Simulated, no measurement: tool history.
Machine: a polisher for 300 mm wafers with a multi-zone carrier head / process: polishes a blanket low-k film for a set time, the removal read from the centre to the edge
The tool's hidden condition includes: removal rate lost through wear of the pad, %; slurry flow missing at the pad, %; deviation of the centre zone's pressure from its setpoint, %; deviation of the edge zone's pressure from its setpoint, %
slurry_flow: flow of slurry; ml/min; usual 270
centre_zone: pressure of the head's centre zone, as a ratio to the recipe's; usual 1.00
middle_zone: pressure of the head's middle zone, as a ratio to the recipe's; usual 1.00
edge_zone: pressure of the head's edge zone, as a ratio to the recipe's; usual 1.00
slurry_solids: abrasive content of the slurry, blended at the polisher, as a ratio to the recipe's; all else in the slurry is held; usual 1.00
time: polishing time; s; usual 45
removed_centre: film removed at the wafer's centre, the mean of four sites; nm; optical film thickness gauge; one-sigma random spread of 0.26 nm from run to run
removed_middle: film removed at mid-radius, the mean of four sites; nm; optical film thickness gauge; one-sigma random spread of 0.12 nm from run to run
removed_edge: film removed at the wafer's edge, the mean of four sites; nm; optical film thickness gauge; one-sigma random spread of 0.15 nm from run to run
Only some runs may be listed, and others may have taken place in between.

run    hour  slurry_flow  centre_zone  middle_zone  edge_zone  slurry_solids  time  wafers since the last listed run  wafers polished on this pad  hours since the slurry nozzle was cleaned  hours since the centre zone pressure was calibrated  hours since the edge zone pressure was calibrated  hours since the carrier head's membrane was replaced  incoming thickness of the incoming film, nm  removed_centre  removed_middle  removed_edge
  1     0.0          270         1.00         1.00       1.00           1.00    45                                 0                          488                                      507.5                                                446.7                                              743.4                                                1144.9                                        604.5            17.5            17.7          17.9
       12.4  -- slurry nozzle cleaned
  2    78.1          270         1.00         1.00       1.00           1.00    45                               528                         1016                                       65.7                                                524.8                                              821.5                                                1223.0                                        602.6            17.8            18.1          18.2
  3   153.9          270         1.00         1.00       1.00           1.00    45                               519                         1536                                      141.5                                                600.6                                              897.3                                                1298.8                                        595.0            17.9            18.2          18.0
      236.9  -- worn pad replaced by a new one
  4   246.7          270         1.00         1.00       0.95           1.00    45                               608                           66                                      234.3                                                693.4                                              990.1                                                1391.6                                        606.1            17.8            18.0          17.5
  5   325.9          270         1.00         1.00       0.95           1.00    45                               542                          609                                      313.5                                                772.6                                             1069.3                                                1470.8                                        599.6            17.5            17.8          17.5
  6   376.4          245         1.00         1.00       1.00           1.00    45                               345                          955                                      364.0                                                823.1                                             1119.8                                                1521.3                                        601.7            17.5            17.5          17.6
  7   428.2          245         1.00         1.00       1.00           1.00    45                               354                         1310                                      415.8                                                874.9                                             1171.6                                                1573.1                                        607.0            17.5            17.5          17.3
  8   485.5          270         1.00         1.00       1.00           1.00    35                               392                         1702                                      473.1                                                932.2                                             1228.9                                                1630.4                                        593.7            13.2            13.8          13.9
      516.8  -- slurry nozzle cleaned
      530.4  -- worn pad replaced by a new one
      550.1  -- centre zone pressure recalibrated
      552.9  -- edge zone pressure recalibrated
  9   565.8          270         1.00         1.00       1.00           1.00    35                               488                          215                                       49.0                                                 15.7                                               12.9                                                1710.7                                        602.3            13.1            13.2          13.4
 10   672.9          270         1.00         1.00       1.00           1.00    45                               733                          948                                      156.1                                                122.8                                              120.0                                                1817.8                                        605.9            15.8            16.1          16.8
      698.8  -- slurry nozzle cleaned, repeated, since the last time left the tool worse
 11   731.9          270         1.00         1.00       1.00           0.90    55                               397                         1346                                       33.1                                                181.8                                              179.0                                                1876.8                                        593.4            20.9            21.6          21.7
 12   826.5          270         1.00         1.00       1.00           1.00    45                               648                         1994                                      127.7                                                276.4                                              273.6                                                1971.4                                        602.8            18.5            18.1          18.2
      844.1  -- worn pad replaced by a new one
 13   904.0          270         1.09         1.00       1.00           1.00    45                               503                          410                                      205.2                                                353.9                                              351.1                                                2048.9                                        601.8            19.1            18.0          18.2
      941.4  -- carrier head's membrane replaced by a new one
 14   972.3          270         1.00         1.00       0.96           1.00    53                               433                          844                                      273.5                                                422.2                                              419.4                                                  30.9                                        588.4            20.6            21.0          20.8
 15  1026.5          270         1.08         1.00       1.03           1.00    45                               371                         1215                                      327.7                                                476.4                                              473.6                                                  85.1                                        605.8            18.7            18.0          18.2
     1080.9  -- worn pad replaced by a new one
 16  1125.6          270         0.92         0.95       1.00           1.00    45                               651                          306                                      426.8                                                575.5                                              572.7                                                 184.2                                        595.1            16.1            17.2          18.0
     1207.5  -- slurry nozzle cleaned
 17  1224.1          205         1.00         0.93       1.00           1.00    58                               667                          974                                       16.6                                                674.0                                              671.2                                                 282.7                                        593.6            22.5            21.6          23.0
 18  1330.0          270         1.00         1.07       0.91           1.00    59                               725                         1699                                      122.5                                                779.9                                              777.1                                                 388.6                                        608.4            23.6            25.2          22.6
     1347.1  -- worn pad replaced by a new one
 19  1366.7          245         1.00         1.00       1.00           1.00    45                               224                          134                                      159.2                                                816.6                                              813.8                                                 425.3                                        590.9            18.1            17.9          17.9

Hidden state or all else? Some run-to-run changes of removed_centre, split into what the settings, what came in and random variation would give without the hidden state, and what is left for the hidden state (with any gauge scatter that isn't in both results):
Run 10 -> 11: slurry_solids 1.00 -> 0.90, time 45 -> 55, slurry nozzle cleaned, repeated, since the last time left the tool worse. removed_centre +5.1 nm: hidden state +2.4, all else +2.7.
Run 16 -> 17: slurry_flow 270 -> 205, centre_zone 0.92 -> 1.00, middle_zone 0.95 -> 0.93, time 45 -> 58, slurry nozzle cleaned. removed_centre +6.4 nm: hidden state +0.5, all else +5.9.

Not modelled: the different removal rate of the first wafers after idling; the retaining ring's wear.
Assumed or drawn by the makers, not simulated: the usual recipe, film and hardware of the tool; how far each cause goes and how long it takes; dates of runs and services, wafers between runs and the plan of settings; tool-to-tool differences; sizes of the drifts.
